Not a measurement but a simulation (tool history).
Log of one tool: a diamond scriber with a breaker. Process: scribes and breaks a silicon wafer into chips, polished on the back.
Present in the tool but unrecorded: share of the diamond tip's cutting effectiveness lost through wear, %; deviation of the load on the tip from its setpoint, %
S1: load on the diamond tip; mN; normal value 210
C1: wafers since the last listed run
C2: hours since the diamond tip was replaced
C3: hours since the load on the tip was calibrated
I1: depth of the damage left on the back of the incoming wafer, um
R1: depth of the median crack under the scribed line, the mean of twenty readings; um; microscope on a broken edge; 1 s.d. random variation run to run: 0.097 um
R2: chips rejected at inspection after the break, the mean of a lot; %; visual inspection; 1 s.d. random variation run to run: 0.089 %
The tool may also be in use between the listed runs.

Run 1, hour 0.0: usual settings; C1 0; C2 194.6; C3 5.5; I1 0.05. Result: R1 7.05 um, R2 1.15 %.
Run 2, hour 49.4: usual settings but S1 239 mN; C1 62; C2 244.0; C3 54.9; I1 0.02. Result: R1 8.02 um, R2 4.93 %.
Run 3, hour 90.2: usual settings; C1 51; C2 284.8; C3 95.7; I1 0.04. Result: R1 7.09 um, R2 1.18 %.
Run 4, hour 171.0: usual settings; C1 102; C2 365.6; C3 176.5; I1 0.02. Result: R1 6.90 um, R2 1.42 %.
At hour 248.5: diamond tip replaced by a new one.
Run 5, hour 264.7: usual settings but S1 160 mN; C1 115; C2 16.2; C3 270.2; I1 0.03. Result: R1 5.42 um, R2 16.37 %.
Run 6, hour 369.5: usual settings but S1 160 mN; C1 132; C2 121.0; C3 375.0; I1 0.03. Result: R1 5.09 um, R2 16.45 %.
Run 7, hour 444.6: usual settings but S1 160 mN; C1 94; C2 196.1; C3 450.1; I1 0.04. Result: R1 5.17 um, R2 17.07 %.
Run 8, hour 492.9: usual settings but S1 259 mN; C1 61; C2 244.4; C3 498.4; I1 0.02. Result: R1 8.10 um, R2 5.69 %.
Run 9, hour 592.7: usual settings but S1 259 mN; C1 126; C2 344.2; C3 598.2; I1 0.05. Result: R1 8.04 um, R2 4.40 %.
Run 10, hour 635.5: usual settings; C1 54; C2 387.0; C3 641.0; I1 0.03. Result: R1 6.61 um, R2 1.84 %.
Run 11, hour 739.8: usual settings; C1 131; C2 491.3; C3 745.3; I1 0.05. Result: R1 6.65 um, R2 2.19 %.
At hour 779.8: diamond tip replaced by a new one.
Run 12, hour 805.7: usual settings; C1 80; C2 25.9; C3 811.2; I1 0.02. Result: R1 6.57 um, R2 2.31 %.
Run 13, hour 842.7: usual settings but S1 230 mN; C1 46; C2 62.9; C3 848.2; I1 0.05. Result: R1 6.96 um, R2 1.15 %.
Run 14, hour 921.2: usual settings but S1 230 mN; C1 99; C2 141.4; C3 926.7; I1 0.02. Result: R1 6.96 um, R2 1.16 %.
Run 15, hour 972.1: usual settings but S1 230 mN; C1 64; C2 192.3; C3 977.6; I1 0.01. Result: R1 6.88 um, R2 1.40 %.
Run 16, hour 1062.7: usual settings but S1 247 mN; C1 114; C2 282.9; C3 1068.2; I1 0.01. Result: R1 7.19 um, R2 1.50 %.
Run 17, hour 1155.5: usual settings; C1 117; C2 375.7; C3 1161.0; I1 0.03. Result: R1 6.34 um, R2 4.01 %.
At hour 1199.1: load on the tip recalibrated.
Run 18, hour 1260.2: usual settings but S1 241 mN; C1 129; C2 480.4; C3 61.1; I1 0.05. Result: R1 8.04 um, R2 4.33 %.
At hour 1296.2: diamond tip replaced by a new one.
Run 19, hour 1359.7: usual settings but S1 188 mN; C1 123; C2 63.5; C3 160.6; I1 0.02. Result: R1 6.21 um, R2 3.44 %.
Run 20, hour 1440.1: usual settings but S1 170 mN; C1 101; C2 143.9; C3 241.0; I1 0.05. Result: R1 5.80 um, R2 10.19 %.
Run 21, hour 1480.0: usual settings but S1 183 mN; C1 50; C2 183.8; C3 280.9; I1 0.04. Result: R1 6.13 um, R2 5.31 %.

Run 22 comes next. What will it give?
Run 22, hour 1540.9: usual settings but S1 166 mN; C1 76; C2 244.7; C3 341.8; I1 0.02. Result: R1 ?, R2 ?.

{"run 22": {"R1": 5.57, "R2": 12.74}}
Had the tool carried no hidden state, the very same run would have given R1 5.70 um, R2 10.82 %.
